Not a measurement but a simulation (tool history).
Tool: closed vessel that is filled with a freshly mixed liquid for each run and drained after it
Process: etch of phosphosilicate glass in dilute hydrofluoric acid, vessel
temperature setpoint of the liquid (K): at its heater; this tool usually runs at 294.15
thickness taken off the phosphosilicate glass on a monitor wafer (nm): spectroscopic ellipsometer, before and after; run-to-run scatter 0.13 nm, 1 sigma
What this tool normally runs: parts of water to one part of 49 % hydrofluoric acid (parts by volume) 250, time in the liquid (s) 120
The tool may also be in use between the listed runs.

| run | hour | temperature setpoint of the liquid (K) | parts of water to one part of 49 % hydrofluoric acid (parts by volume) | time in the liquid (s) | wafers since the last listed run | hours since the thermometer was replaced | hours since the hydrofluoric acid flow meter was replaced | hours since the gauge calibration | read-back film thickness of the phosphosilicate glass reference wafer, read on the same gauge (nm) | thickness taken off the phosphosilicate glass on a monitor wafer (nm) |
|---|---|---|---|---|---|---|---|---|---|---|
| 1 | 0.0 | 294.15 | 170 | 120 | 0 | 845.2 | 379.9 | 581.4 | 49.98 | 39.39 |
| 2 | 52.9 | 296.65 | 250 | 120 | 5707 | 898.1 | 432.8 | 634.3 | 49.98 | 26.76 |
| 3 | 89.0 | 296.65 | 250 | 120 | 3895 | 934.2 | 468.9 | 670.4 | 50.02 | 26.77 |
| 4 | 128.1 | 294.15 | 250 | 120 | 4218 | 973.3 | 508.0 | 709.5 | 50.04 | 24.29 |
| 5 | 172.9 | 294.15 | 250 | 120 | 4833 | 1018.1 | 552.8 | 754.3 | 50.01 | 24.13 |
| 6 | 267.2 | 294.15 | 250 | 120 | 10174 | 1112.4 | 647.1 | 848.6 | 49.97 | 23.95 |
| 7 | 351.7 | 294.15 | 250 | 120 | 9117 | 1196.9 | 731.6 | 933.1 | 49.97 | 23.93 |
| 8 | 453.8 | 294.15 | 250 | 120 | 11016 | 1299.0 | 833.7 | 1035.2 | 49.93 | 23.65 |
| 9 | 515.0 | 294.15 | 250 | 120 | 6603 | 1360.2 | 894.9 | 1096.4 | 50.03 | 23.63 |
|  | 535.3 | hydrofluoric acid flow meter replaced |
| 10 | 582.6 | 294.15 | 250 | 120 | 7185 | 1427.8 | 47.3 | 1164.0 | 49.96 | 25.27 |
| 11 | 622.7 | 294.15 | 250 | 120 | 4326 | 1467.9 | 87.4 | 1204.1 | 50.01 | 25.40 |
| 12 | 667.2 | 294.15 | 250 | 120 | 4801 | 1512.4 | 131.9 | 1248.6 | 49.97 | 25.19 |
|  | 726.4 | thermometer replaced |
| 13 | 745.7 | 298.65 | 360 | 150 | 8361 | 19.3 | 210.4 | 1327.1 | 49.93 | 22.87 |
| 14 | 859.5 | 296.65 | 135 | 120 | 12278 | 133.1 | 324.2 | 1440.9 | 49.99 | 56.72 |
| 15 | 961.6 | 290.65 | 295 | 120 | 11016 | 235.2 | 426.3 | 1543.0 | 50.03 | 17.54 |
| 16 | 1157.8 | 298.65 | 165 | 170 | 21168 | 431.4 | 622.5 | 1739.2 | 49.99 | 67.39 |
| 17 | 1243.2 | 297.65 | 210 | 185 | 9214 | 516.8 | 707.9 | 1824.6 | 49.93 | 52.21 |
|  | 1297.6 | hydrofluoric acid flow meter replaced |
| 18 | 1322.1 | 294.15 | 355 | 145 | 8405 | 595.7 | 24.5 | 1903.5 | 50.03 | 19.58 |
|  | 1364.7 | gauge calibrated |
| 19 | 1513.5 | 294.15 | 215 | 90 | 20651 | 787.1 | 215.9 | 148.8 | 50.00 | 22.57 |
| 20 | 1602.5 | 294.15 | 250 | 120 | 9602 | 876.1 | 304.9 | 237.8 | 50.05 | 24.78 |
| 21 | 1681.9 | 294.15 | 250 | 120 | 8566 | 955.5 | 384.3 | 317.2 | 50.02 | 24.76 |
| 22 | 1762.4 | 295.65 | 210 | 120 | 8685 | 1036.0 | 464.8 | 397.7 | 49.99 | 32.07 |
| 23 | 1832.9 | 294.15 | 345 | 155 | 7606 | 1106.5 | 535.3 | 468.2 | 49.98 | 20.84 |
| 24 | 1897.2 | 294.15 | 250 | 60 | 6937 | 1170.8 | 599.6 | 532.5 | 50.02 | 12.25 |
| 25 | 2098.4 | 294.15 | 250 | 95 | 21708 | 1372.0 | 800.8 | 733.7 | 49.98 | 18.88 |
|  | 2163.7 | thermometer replaced |
|  | 2179.1 | hydrofluoric acid flow meter replaced |
| 26 | 2196.0 | 294.15 | 250 | 120 | 10314 | 32.3 | 16.9 | 831.3 | 50.00 | 25.35 |
| 27 | 2367.0 | 294.15 | 205 | 55 | 18450 | 203.3 | 187.9 | 1002.3 | 50.05 | 14.71 |
| 28 | 2462.2 | 290.15 | 250 | 120 | 10271 | 298.5 | 283.1 | 1097.5 | 49.98 | 21.54 |
| 29 | 2519.2 | 296.65 | 135 | 120 | 6150 | 355.5 | 340.1 | 1154.5 | 50.04 | 56.99 |
| 30 | 2578.9 | 294.15 | 250 | 120 | 6441 | 415.2 | 399.8 | 1214.2 | 50.01 | 24.67 |
| 31 | 2630.8 | 294.15 | 355 | 120 | 5599 | 467.1 | 451.7 | 1266.1 | 49.98 | 15.80 |
| 32 | 2672.7 | 294.15 | 250 | 120 | 4520 | 509.0 | 493.6 | 1308.0 | 50.00 | 24.49 |

Branching from run 32: 4 alternative next runs. What would each branch give?
| A | 2673.4 | 294.15 | 290 | 120 | 75 | 509.7 | 494.3 | 1308.7 | ? | ? |
| B | 2673.4 | 296.65 | 315 | 120 | 75 | 509.7 | 494.3 | 1308.7 | ? | ? |
| C | 2673.4 | 294.15 | 315 | 120 | 75 | 509.7 | 494.3 | 1308.7 | ? | ? |
| D | 2673.4 | 297.15 | 250 | 175 | 75 | 509.7 | 494.3 | 1308.7 | ? | ? |

| run | read-back film thickness of the phosphosilicate glass reference wafer, read on the same gauge (nm) | thickness taken off the phosphosilicate glass on a monitor wafer (nm) |
|---|---|---|
| A | 49.99 | 20.30 |
| B | 49.99 | 19.92 |
| C | 49.99 | 18.26 |
| D | 49.99 | 39.78 |
The same runs, with their run-to-run variation unchanged, on a tool lacking any hidden condition would have given:
| run | thickness taken off the phosphosilicate glass on a monitor wafer (nm) |
|---|---|
| A | 21.21 |
| B | 20.84 |
| C | 19.09 |
| D | 41.55 |

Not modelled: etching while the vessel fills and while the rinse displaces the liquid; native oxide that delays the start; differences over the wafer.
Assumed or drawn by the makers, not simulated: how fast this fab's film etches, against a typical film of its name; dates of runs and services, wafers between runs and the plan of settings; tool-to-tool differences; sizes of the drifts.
